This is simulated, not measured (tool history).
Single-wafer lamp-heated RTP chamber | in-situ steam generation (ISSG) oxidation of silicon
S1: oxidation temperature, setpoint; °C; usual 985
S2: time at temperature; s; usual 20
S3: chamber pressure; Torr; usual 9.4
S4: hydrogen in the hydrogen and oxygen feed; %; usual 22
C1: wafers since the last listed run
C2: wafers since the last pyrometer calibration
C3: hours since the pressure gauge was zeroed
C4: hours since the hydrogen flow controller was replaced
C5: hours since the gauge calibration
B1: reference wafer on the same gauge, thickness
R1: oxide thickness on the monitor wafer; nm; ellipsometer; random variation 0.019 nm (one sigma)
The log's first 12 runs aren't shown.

run 13 hour=626.6 | S1=985 S2=26 S3=9.4 S4=16 | C1=557 C2=2262 C3=298.4 C4=2367.1 C5=84.1 | B1=6.19 | R1=5.454
run 14 hour=663.9 | S1=1005 S2=20 S3=10.2 S4=29 | C1=347 C2=2610 C3=335.7 C4=2404.4 C5=121.4 | B1=6.176 | R1=5.833
-- hour=682.6 hydrogen flow controller replaced
run 15 hour=724.9 | S1=985 S2=20 S3=9.4 S4=22 | C1=493 C2=3103 C3=396.7 C4=42.3 C5=182.4 | B1=6.148 | R1=5.133
run 16 hour=750.8 | S1=985 S2=15 S3=9.4 S4=30 | C1=241 C2=3345 C3=422.6 C4=68.2 C5=208.3 | B1=6.143 | R1=4.857
run 17 hour=799.1 | S1=1002 S2=18 S3=8.7 S4=26 | C1=449 C2=3794 C3=470.9 C4=116.5 C5=256.6 | B1=6.121 | R1=5.47
-- hour=810.4 pyrometer window cleaned and pyrometer calibrated
run 18 hour=854.9 | S1=985 S2=20 S3=9.4 S4=22 | C1=445 C2=414 C3=526.7 C4=172.3 C5=312.4 | B1=6.109 | R1=5.148
run 19 hour=888.6 | S1=985 S2=20 S3=9.4 S4=22 | C1=313 C2=728 C3=560.4 C4=206 C5=346.1 | B1=6.101 | R1=5.09
run 20 hour=925.7 | S1=992 S2=20 S3=9.4 S4=22 | C1=345 C2=1074 C3=597.5 C4=243.1 C5=383.2 | B1=6.092 | R1=5.224
run 21 hour=979.6 | S1=977 S2=20 S3=9.4 S4=22 | C1=502 C2=1576 C3=651.4 C4=297 C5=437.1 | B1=6.085 | R1=4.924
run 22 hour=1021 | S1=985 S2=28 S3=9.4 S4=18 | C1=385 C2=1961 C3=692.8 C4=338.4 C5=478.5 | B1=6.076 | R1=5.689
run 23 hour=1045.3 | S1=1004 S2=20 S3=8 S4=22 | C1=226 C2=2188 C3=717.1 C4=362.7 C5=502.8 | B1=6.069 | R1=5.537
run 24 hour=1115.5 | S1=975 S2=25 S3=9 S4=22 | C1=653 C2=2841 C3=787.3 C4=432.9 C5=573 | B1=6.056 | R1=5.448
-- hour=1155.7 pyrometer window cleaned and pyrometer calibrated
run 25 hour=1173.5 | S1=973 S2=14 S3=9.4 S4=22 | C1=465 C2=166 C3=845.3 C4=490.9 C5=631 | B1=6.045 | R1=4.176
run 26 hour=1215.7 | S1=998 S2=20 S3=10.2 S4=12 | C1=393 C2=559 C3=887.5 C4=533.1 C5=673.2 | B1=6.038 | R1=4.656
run 27 hour=1252.2 | S1=968 S2=20 S3=8 S4=28 | C1=339 C2=899 C3=924 C4=569.6 C5=709.7 | B1=6.035 | R1=5.113
run 28 hour=1321.3 | S1=985 S2=26 S3=9.4 S4=22 | C1=643 C2=1542 C3=993.1 C4=638.7 C5=778.8 | B1=6.036 | R1=5.661
run 29 hour=1382.7 | S1=985 S2=20 S3=9.4 S4=12 | C1=571 C2=2114 C3=1054.5 C4=700.1 C5=840.2 | B1=6.027 | R1=4.418
run 30 hour=1408.9 | S1=985 S2=20 S3=9.4 S4=22 | C1=244 C2=2358 C3=1080.7 C4=726.3 C5=866.4 | B1=6.022 | R1=5.014

5 ways to go on from here, each from the tool as it stands after run 30. What would each give?
run A hour=1409.4 | S1=985 S2=27 S3=9.4 S4=22 | C1=4 C2=2363 C3=1081.2 C4=726.8 C5=866.9 | B1=? | R1=?
run B hour=1409.4 | S1=1003 S2=20 S3=9.4 S4=27 | C1=4 C2=2363 C3=1081.2 C4=726.8 C5=866.9 | B1=? | R1=?
run C hour=1409.4 | S1=992 S2=20 S3=10.2 S4=29 | C1=4 C2=2363 C3=1081.2 C4=726.8 C5=866.9 | B1=? | R1=?
run D hour=1409.4 | S1=978 S2=17 S3=8 S4=19 | C1=4 C2=2363 C3=1081.2 C4=726.8 C5=866.9 | B1=? | R1=?
run E hour=1409.4 | S1=985 S2=20 S3=10.2 S4=22 | C1=4 C2=2363 C3=1081.2 C4=726.8 C5=866.9 | B1=? | R1=?

run=A B1=6.025 R1=5.812
run=B B1=6.025 R1=5.692
run=C B1=6.025 R1=5.437
run=D B1=6.025 R1=4.504
run=E B1=6.025 R1=4.989
Without the tool's hidden state the same runs would have given:
run=A R1=6.028
run=B R1=5.903
run=C R1=5.639
run=D R1=4.671
run=E R1=5.174
